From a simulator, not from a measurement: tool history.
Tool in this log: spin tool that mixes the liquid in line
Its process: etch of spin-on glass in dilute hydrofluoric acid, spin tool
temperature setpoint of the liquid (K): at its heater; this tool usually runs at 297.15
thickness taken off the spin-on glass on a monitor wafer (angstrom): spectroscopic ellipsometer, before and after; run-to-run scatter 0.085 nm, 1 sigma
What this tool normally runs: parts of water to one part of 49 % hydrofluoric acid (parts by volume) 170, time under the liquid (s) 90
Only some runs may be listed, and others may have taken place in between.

run,hour,temperature setpoint of the liquid (K),parts of water to one part of 49 % hydrofluoric acid (parts by volume),time under the liquid (s),"read-back film thickness of the spin-on glass reference wafer, read on the same gauge (nm)",thickness taken off the spin-on glass on a monitor wafer (angstrom)
1,0,297.15,170,125,60,345.6
2,32.4,297.15,170,125,59.97,345.5
3,45.6,297.15,170,125,60.01,346.4
4,69.2,297.15,170,135,59.96,373.9
5,89.5,297.15,170,90,60,250.4
# hour 113.8: gauge calibrated
6,116.3,297.15,170,90,60.02,249.9
# hour 139.9: thermometer replaced
7,148.2,297.15,170,90,60,249.5
# hour 154.5: hydrofluoric acid flow meter replaced
8,165.1,297.15,170,90,60,221.4
9,182.5,292.65,170,35,60.02,73.2
10,198,295.65,170,105,60.01,246.8
11,215.7,294.15,120,55,60.01,182.4
12,251.1,297.15,170,40,59.99,99.7
13,267.7,297.15,170,90,59.98,225.5
14,281.6,294.65,170,135,60.01,307.1

Difference, measured minus no-hidden-state, one row per run. Run-to-run variation is common to both terms; the gauge's own scatter need not be:
Hidden conditions of the tool in this case: liquid hotter than its thermometer reads (K); hydrofluoric acid flow above the setpoint (%); gauge reads high (%).
run,thickness taken off the spin-on glass on a monitor wafer (angstrom)
1,+36.5
2,+37.2
3,+37.5
4,+41
5,+27.8
6,+28.1
7,+28.5
8,+1.6
9,+0.6
10,+2.4
11,+1.8
12,+1.3
13,+3.3
14,+4.8
